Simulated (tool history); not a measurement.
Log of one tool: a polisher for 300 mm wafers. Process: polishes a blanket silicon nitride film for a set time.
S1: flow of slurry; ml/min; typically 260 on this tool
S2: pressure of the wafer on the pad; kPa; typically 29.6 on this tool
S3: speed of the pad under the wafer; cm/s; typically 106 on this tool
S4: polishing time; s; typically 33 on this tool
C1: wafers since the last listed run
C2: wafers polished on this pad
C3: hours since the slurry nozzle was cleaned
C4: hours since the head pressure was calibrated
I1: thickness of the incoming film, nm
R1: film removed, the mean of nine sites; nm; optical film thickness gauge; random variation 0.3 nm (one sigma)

run,hour,S1,S2,S3,S4,C1,C2,C3,C4,I1,R1
1,0,260,29.6,106,33,0,335,430.4,1225.3,804.1,64.6
2,8.6,260,29.6,106,33,138,473,439,1233.9,805.8,64.2
# hour 14: worn pad replaced by a new one
3,18,260,29.6,106,33,86,63,448.4,1243.3,801.7,66.6
4,26.1,260,29.6,106,33,130,193,456.5,1251.4,796.7,65.4
5,32.9,260,29.6,106,33,109,303,463.3,1258.2,796.7,64.1
# hour 50.4: worn pad replaced by a new one
6,50.9,260,29.6,106,25,225,8,481.3,1276.2,800.6,50.1
7,62.2,260,29.6,106,33,181,190,492.6,1287.5,799.5,63.9
8,76.7,260,26.2,106,33,233,423,507.1,1302,793.5,56.2
# hour 85.2: worn pad replaced by a new one
9,86.4,260,29.6,106,26,91,19,516.8,1311.7,807.9,52.2
10,95.7,260,29.6,106,33,149,169,526.1,1321,789.1,63.4
11,101.9,170,29.6,140,22,99,268,532.3,1327.2,812.5,47.7
# hour 117.8: head pressure recalibrated
12,118.3,260,29.6,106,33,231,500,548.7,0.5,816.3,62.8
# hour 122.5: slurry nozzle cleaned
# hour 122.9: worn pad replaced by a new one
13,124.3,220,29.6,106,33,72,21,1.8,6.5,803.7,68.6
14,135.9,260,29.6,80,33,186,208,13.4,18.1,793.7,54.3
# hour 157.4: worn pad replaced by a new one
15,157.9,345,29.6,92,33,289,7,35.4,40.1,803.2,64.5

Hidden condition of the tool, last listed run before each entry between runs versus first listed run after:
From run 2 to run 3: worn pad replaced by a new one (hour 14)
  removal rate lost through wear of the pad, %: 5.19 -> 1.99; slurry flow missing at the pad, %: 25.9 -> 26.9
  measured value less the no-hidden-state value, R1: -6.3 -> -4.3 nm
From run 5 to run 6: worn pad replaced by a new one (hour 50.4)
  removal rate lost through wear of the pad, %: 4.54 -> 1.47; slurry flow missing at the pad, %: 28.5 -> 30.5
  measured value less the no-hidden-state value, R1: -6.3 -> -3.4 nm
From run 8 to run 9: worn pad replaced by a new one (hour 85.2)
  removal rate lost through wear of the pad, %: 5.72 -> 0.68; slurry flow missing at the pad, %: 33.5 -> 34.6
  measured value less the no-hidden-state value, R1: -7 -> -3.7 nm
From run 11 to run 12: head pressure recalibrated (hour 117.8)
  removal rate lost through wear of the pad, %: 4.01 -> 4.85; slurry flow missing at the pad, %: 36.5 -> 38.6
  measured value less the no-hidden-state value, R1: -7.6 -> -8.3 nm
From run 12 to run 13: slurry nozzle cleaned (hour 122.5); worn pad replaced by a new one (hour 122.9)
  removal rate lost through wear of the pad, %: 4.85 -> 0.808; slurry flow missing at the pad, %: 38.6 -> 1.79
  measured value less the no-hidden-state value, R1: -8.3 -> -0.7 nm
From run 14 to run 15: worn pad replaced by a new one (hour 157.4)
  removal rate lost through wear of the pad, %: 3.64 -> 0.291; slurry flow missing at the pad, %: 1.81 -> 1.94
  measured value less the no-hidden-state value, R1: -2.2 -> -0.3 nm
